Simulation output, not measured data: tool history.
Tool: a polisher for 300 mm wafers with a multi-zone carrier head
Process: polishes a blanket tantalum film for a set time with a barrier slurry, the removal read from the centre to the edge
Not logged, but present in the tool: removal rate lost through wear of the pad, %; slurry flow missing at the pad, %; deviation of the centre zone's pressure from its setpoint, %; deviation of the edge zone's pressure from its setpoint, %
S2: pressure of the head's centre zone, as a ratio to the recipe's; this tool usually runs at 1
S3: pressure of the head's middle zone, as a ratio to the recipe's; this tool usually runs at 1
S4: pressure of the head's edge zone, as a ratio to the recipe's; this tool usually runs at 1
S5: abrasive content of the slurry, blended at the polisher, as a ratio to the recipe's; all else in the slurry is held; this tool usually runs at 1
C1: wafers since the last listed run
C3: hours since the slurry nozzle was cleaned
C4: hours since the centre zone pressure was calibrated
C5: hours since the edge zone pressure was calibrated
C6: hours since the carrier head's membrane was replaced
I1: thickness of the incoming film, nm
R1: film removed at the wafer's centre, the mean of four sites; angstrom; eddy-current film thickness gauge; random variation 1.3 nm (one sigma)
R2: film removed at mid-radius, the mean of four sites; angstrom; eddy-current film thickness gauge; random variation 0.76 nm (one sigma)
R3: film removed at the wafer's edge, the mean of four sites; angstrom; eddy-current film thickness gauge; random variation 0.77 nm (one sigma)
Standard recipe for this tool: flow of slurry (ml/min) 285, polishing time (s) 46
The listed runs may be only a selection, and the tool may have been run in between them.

{"run": 1, "day": 0.0, "flow of slurry (ml/min)": 285, "S2": 1, "S3": 0.91, "S4": 1, "S5": 1, "polishing time (s)": 46, "C1": 0, "wafers polished on this pad": 399, "C3": 709.7, "C4": 1348.4, "C5": 419.7, "C6": 798.6, "I1": 296.9, "R1": 783, "R2": 730, "R3": 762}
{"run": 2, "day": 0.738, "flow of slurry (ml/min)": 285, "S2": 1, "S3": 1, "S4": 1, "S5": 1.15, "polishing time (s)": 46, "C1": 253, "wafers polished on this pad": 652, "C3": 727.4, "C4": 1366.1, "C5": 437.4, "C6": 816.3, "I1": 296.4, "R1": 796, "R2": 794, "R3": 785}
{"run": 3, "day": 1.238, "flow of slurry (ml/min)": 285, "S2": 1, "S3": 1, "S4": 1, "S5": 0.85, "polishing time (s)": 46, "C1": 171, "wafers polished on this pad": 823, "C3": 739.4, "C4": 1378.1, "C5": 449.4, "C6": 828.3, "I1": 302.1, "R1": 689, "R2": 708, "R3": 696}
{"run": 4, "day": 1.575, "flow of slurry (ml/min)": 285, "S2": 1, "S3": 1, "S4": 1, "S5": 0.85, "polishing time (s)": 46, "C1": 115, "wafers polished on this pad": 939, "C3": 747.5, "C4": 1386.2, "C5": 457.5, "C6": 836.4, "I1": 301.5, "R1": 707, "R2": 700, "R3": 685}
{"run": 5, "day": 2.021, "flow of slurry (ml/min)": 285, "S2": 1, "S3": 1, "S4": 0.96, "S5": 1, "polishing time (s)": 46, "C1": 153, "wafers polished on this pad": 1092, "C3": 758.2, "C4": 1396.9, "C5": 468.2, "C6": 847.1, "I1": 300.9, "R1": 719, "R2": 734, "R3": 714}
{"run": 6, "day": 2.725, "flow of slurry (ml/min)": 285, "S2": 1, "S3": 1, "S4": 0.96, "S5": 1, "polishing time (s)": 46, "C1": 241, "wafers polished on this pad": 1334, "C3": 775.1, "C4": 1413.8, "C5": 485.1, "C6": 864, "I1": 299.7, "R1": 741, "R2": 741, "R3": 718}
{"day": 2.958, "done": "worn pad replaced by a new one"}
{"day": 3.346, "done": "carrier head's membrane replaced by a new one"}
{"run": 7, "day": 3.367, "flow of slurry (ml/min)": 285, "S2": 1, "S3": 1, "S4": 0.98, "S5": 1, "polishing time (s)": 46, "C1": 91, "wafers polished on this pad": 68, "C3": 790.5, "C4": 1429.2, "C5": 500.5, "C6": 0.5, "I1": 297.5, "R1": 788, "R2": 795, "R3": 789}
{"day": 3.521, "done": "slurry nozzle cleaned"}
{"run": 8, "day": 3.85, "flow of slurry (ml/min)": 285, "S2": 0.94, "S3": 1, "S4": 1, "S5": 1.2, "polishing time (s)": 46, "C1": 151, "wafers polished on this pad": 220, "C3": 7.9, "C4": 1440.8, "C5": 512.1, "C6": 12.1, "I1": 300.9, "R1": 749, "R2": 844, "R3": 809}
{"day": 4.029, "done": "centre zone pressure recalibrated"}
{"run": 9, "day": 4.467, "flow of slurry (ml/min)": 285, "S2": 1, "S3": 0.96, "S4": 1, "S5": 0.85, "polishing time (s)": 46, "C1": 183, "wafers polished on this pad": 403, "C3": 22.7, "C4": 10.5, "C5": 526.9, "C6": 26.9, "I1": 294.8, "R1": 730, "R2": 711, "R3": 714}
{"run": 10, "day": 5.192, "flow of slurry (ml/min)": 285, "S2": 1.06, "S3": 1, "S4": 1, "S5": 1.1, "polishing time (s)": 46, "C1": 248, "wafers polished on this pad": 651, "C3": 40.1, "C4": 27.9, "C5": 544.3, "C6": 44.3, "I1": 305.9, "R1": 820, "R2": 773, "R3": 752}
{"run": 11, "day": 5.588, "flow of slurry (ml/min)": 285, "S2": 1, "S3": 1, "S4": 1, "S5": 1, "polishing time (s)": 46, "C1": 135, "wafers polished on this pad": 787, "C3": 49.6, "C4": 37.4, "C5": 553.8, "C6": 53.8, "I1": 304.5, "R1": 744, "R2": 758, "R3": 737}
{"run": 12, "day": 5.95, "flow of slurry (ml/min)": 370, "S2": 0.95, "S3": 1, "S4": 1, "S5": 1, "polishing time (s)": 46, "C1": 124, "wafers polished on this pad": 912, "C3": 58.3, "C4": 46.1, "C5": 562.5, "C6": 62.5, "I1": 304.1, "R1": 724, "R2": 762, "R3": 746}
{"run": 13, "day": 6.296, "flow of slurry (ml/min)": 285, "S2": 1, "S3": 1, "S4": 0.93, "S5": 1, "polishing time (s)": 35, "C1": 118, "wafers polished on this pad": 1030, "C3": 66.6, "C4": 54.4, "C5": 570.8, "C6": 70.8, "I1": 296.4, "R1": 554, "R2": 571, "R3": 546}
{"day": 6.696, "done": "worn pad replaced by a new one"}
{"run": 14, "day": 6.717, "flow of slurry (ml/min)": 285, "S2": 1.08, "S3": 1.12, "S4": 0.9, "S5": 1.25, "polishing time (s)": 46, "C1": 87, "wafers polished on this pad": 6, "C3": 76.7, "C4": 64.5, "C5": 580.9, "C6": 80.9, "I1": 295.5, "R1": 951, "R2": 990, "R3": 851}
{"run": 15, "day": 6.971, "flow of slurry (ml/min)": 380, "S2": 1, "S3": 1, "S4": 1, "S5": 1, "polishing time (s)": 62, "C1": 87, "wafers polished on this pad": 93, "C3": 82.8, "C4": 70.6, "C5": 587, "C6": 87, "I1": 298.5, "R1": 1090, "R2": 1150, "R3": 1109}
{"run": 16, "day": 7.821, "flow of slurry (ml/min)": 285, "S2": 0.94, "S3": 1.08, "S4": 1, "S5": 1, "polishing time (s)": 46, "C1": 291, "wafers polished on this pad": 385, "C3": 103.2, "C4": 91, "C5": 607.4, "C6": 107.4, "I1": 302.3, "R1": 739, "R2": 823, "R3": 762}
{"day": 8.392, "done": "edge zone pressure recalibrated"}
{"run": 17, "day": 8.462, "flow of slurry (ml/min)": 360, "S2": 1, "S3": 0.91, "S4": 1, "S5": 1, "polishing time (s)": 33, "C1": 191, "wafers polished on this pad": 577, "C3": 118.6, "C4": 106.4, "C5": 1.7, "C6": 122.8, "I1": 305.3, "R1": 545, "R2": 510, "R3": 540}
{"run": 18, "day": 9.083, "flow of slurry (ml/min)": 285, "S2": 1, "S3": 1, "S4": 1, "S5": 1, "polishing time (s)": 36, "C1": 213, "wafers polished on this pad": 790, "C3": 133.5, "C4": 121.3, "C5": 16.6, "C6": 137.7, "I1": 298.7, "R1": 570, "R2": 591, "R3": 586}
{"run": 19, "day": 9.571, "flow of slurry (ml/min)": 230, "S2": 1, "S3": 1, "S4": 1, "S5": 0.75, "polishing time (s)": 36, "C1": 167, "wafers polished on this pad": 957, "C3": 145.2, "C4": 133, "C5": 28.3, "C6": 149.4, "I1": 305.3, "R1": 512, "R2": 510, "R3": 505}
{"run": 20, "day": 10.117, "flow of slurry (ml/min)": 285, "S2": 1, "S3": 1, "S4": 1, "S5": 1, "polishing time (s)": 46, "C1": 187, "wafers polished on this pad": 1144, "C3": 158.3, "C4": 146.1, "C5": 41.4, "C6": 162.5, "I1": 303.9, "R1": 732, "R2": 746, "R3": 736}
{"run": 21, "day": 10.517, "flow of slurry (ml/min)": 285, "S2": 1, "S3": 1, "S4": 1, "S5": 1, "polishing time (s)": 46, "C1": 137, "wafers polished on this pad": 1282, "C3": 167.9, "C4": 155.7, "C5": 51, "C6": 172.1, "I1": 298.4, "R1": 728, "R2": 748, "R3": 728}
{"day": 10.783, "done": "worn pad replaced by a new one"}
{"run": 22, "day": 10.85, "flow of slurry (ml/min)": 285, "S2": 1, "S3": 1, "S4": 1, "S5": 1, "polishing time (s)": 46, "C1": 57, "wafers polished on this pad": 22, "C3": 175.9, "C4": 163.7, "C5": 59, "C6": 180.1, "I1": 303.3, "R1": 825, "R2": 832, "R3": 822}

How would selected steps in R1 from run to run divide? Give the signed amount a tool lacking its hidden state would still show from settings, what came in and random variation, and the signed amount left for the hidden state, including any gauge scatter that is not in both of the compared results.
Run 6 -> 7: S4 0.96 -> 0.98, worn pad replaced by a new one, carrier head's membrane replaced by a new one. R1 +47 angstrom: hidden state +76, all else -29.
Run 13 -> 14: S2 1 -> 1.08, S3 1 -> 1.12, S4 0.93 -> 0.9, S5 1 -> 1.25, polishing time (s) 35 -> 46, worn pad replaced by a new one. R1 +397 angstrom: hidden state +70, all else +327.
Run 15 -> 16: flow of slurry (ml/min) 380 -> 285, S2 1 -> 0.94, S3 1 -> 1.08, polishing time (s) 62 -> 46. R1 -351 angstrom: hidden state -29, all else -322.
Run 21 -> 22: worn pad replaced by a new one. R1 +97 angstrom: hidden state +94, all else +3.

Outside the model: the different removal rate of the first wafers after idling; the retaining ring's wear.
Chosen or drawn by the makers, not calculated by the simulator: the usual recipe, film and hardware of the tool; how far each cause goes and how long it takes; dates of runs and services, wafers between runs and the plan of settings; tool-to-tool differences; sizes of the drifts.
